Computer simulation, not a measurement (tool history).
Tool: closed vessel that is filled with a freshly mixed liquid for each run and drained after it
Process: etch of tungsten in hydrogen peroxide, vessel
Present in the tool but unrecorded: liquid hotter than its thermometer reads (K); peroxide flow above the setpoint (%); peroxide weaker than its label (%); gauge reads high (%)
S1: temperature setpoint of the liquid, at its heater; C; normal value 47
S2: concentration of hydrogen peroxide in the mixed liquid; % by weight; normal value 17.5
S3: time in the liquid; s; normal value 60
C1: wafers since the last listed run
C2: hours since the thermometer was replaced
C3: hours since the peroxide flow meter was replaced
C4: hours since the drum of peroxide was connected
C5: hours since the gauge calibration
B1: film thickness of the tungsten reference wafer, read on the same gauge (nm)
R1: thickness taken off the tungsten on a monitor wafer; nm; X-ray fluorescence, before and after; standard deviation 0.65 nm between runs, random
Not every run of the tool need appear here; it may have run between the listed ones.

| run | day | S1 | S2 | S3 | C1 | C2 | C3 | C4 | C5 | B1 | R1 |
|---|---|---|---|---|---|---|---|---|---|---|---|
| 1 | 0 | 47 | 15.5 | 85 | 0 | 95.9 | 2020.4 | 579 | 94.7 | 120.03 | 126.43 |
| 2 | 2.283 | 47 | 15.5 | 85 | 7282 | 150.7 | 2075.2 | 633.8 | 149.5 | 119.96 | 126.72 |
| 3 | 4.108 | 43 | 17.5 | 60 | 5820 | 194.5 | 2119 | 677.6 | 193.3 | 119.98 | 74.91 |
| 4 | 7.788 | 43 | 17.5 | 60 | 11734 | 282.8 | 2207.3 | 765.9 | 281.6 | 119.99 | 75.29 |
| 5 | 10.917 | 47 | 17.5 | 60 | 9980 | 357.9 | 2282.4 | 841 | 356.7 | 120.03 | 96.35 |
| 6 | 12.792 | 54.5 | 17.5 | 60 | 5980 | 402.9 | 2327.4 | 886 | 401.7 | 119.98 | 153.31 |
| 7 | 15.683 | 47 | 17.5 | 60 | 9223 | 472.3 | 2396.8 | 955.4 | 471.1 | 120 | 97.92 |
| 8 | 18.625 | 47 | 17.5 | 60 | 9382 | 542.9 | 2467.4 | 1026 | 541.7 | 120.02 | 98.68 |
|  | 19.992 | thermometer replaced |
| 9 | 21.221 | 47 | 17.5 | 60 | 8146 | 29.5 | 2529.7 | 1088.3 | 604 | 120.04 | 95.51 |
|  | 22.508 | peroxide flow meter replaced |
| 10 | 23.196 | 43.5 | 19 | 30 | 6166 | 76.9 | 16.5 | 1135.7 | 651.4 | 119.97 | 38.13 |
|  | 24.092 | gauge calibrated |
| 11 | 26.742 | 40.5 | 17.5 | 30 | 11309 | 162 | 101.6 | 1220.8 | 63.6 | 120 | 30.06 |
|  | 27.129 | new drum of peroxide connected |
| 12 | 30.212 | 53.5 | 13 | 45 | 10937 | 245.3 | 184.9 | 74 | 146.9 | 120.02 | 88.47 |
| 13 | 34.492 | 47 | 17.5 | 60 | 13648 | 348 | 287.6 | 176.7 | 249.6 | 119.99 | 92.62 |
| 14 | 36 | 38 | 20 | 40 | 4810 | 384.2 | 323.8 | 212.9 | 285.8 | 120.01 | 37.17 |
| 15 | 37.929 | 39 | 16 | 60 | 6153 | 430.5 | 370.1 | 259.2 | 332.1 | 119.99 | 53.8 |
| 16 | 42.188 | 47 | 15 | 60 | 13582 | 532.7 | 472.3 | 361.4 | 434.3 | 119.96 | 87.87 |
|  | 42.475 | thermometer replaced |
| 17 | 44.396 | 47 | 17.5 | 70 | 6910 | 46.1 | 525.3 | 414.4 | 487.3 | 119.99 | 106.18 |

Here are 4 independent what-if runs from the current tool condition. What would each one return?
| A | 44.425 | 47 | 17.5 | 30 | 93 | 46.8 | 526 | 415.1 | 488 | ? | ? |
| B | 44.425 | 43 | 22.5 | 75 | 93 | 46.8 | 526 | 415.1 | 488 | ? | ? |
| C | 44.425 | 54.5 | 13 | 85 | 93 | 46.8 | 526 | 415.1 | 488 | ? | ? |
| D | 44.425 | 47 | 17.5 | 80 | 93 | 46.8 | 526 | 415.1 | 488 | ? | ? |

| run | B1 | R1 |
|---|---|---|
| A | 120.03 | 45.67 |
| B | 120.03 | 100.62 |
| C | 120.03 | 175.92 |
| D | 120.03 | 121.78 |
What these runs would have given with no unlogged condition in the tool:
| run | R1 |
|---|---|
| A | 44.14 |
| B | 97.24 |
| C | 170.14 |
| D | 117.72 |
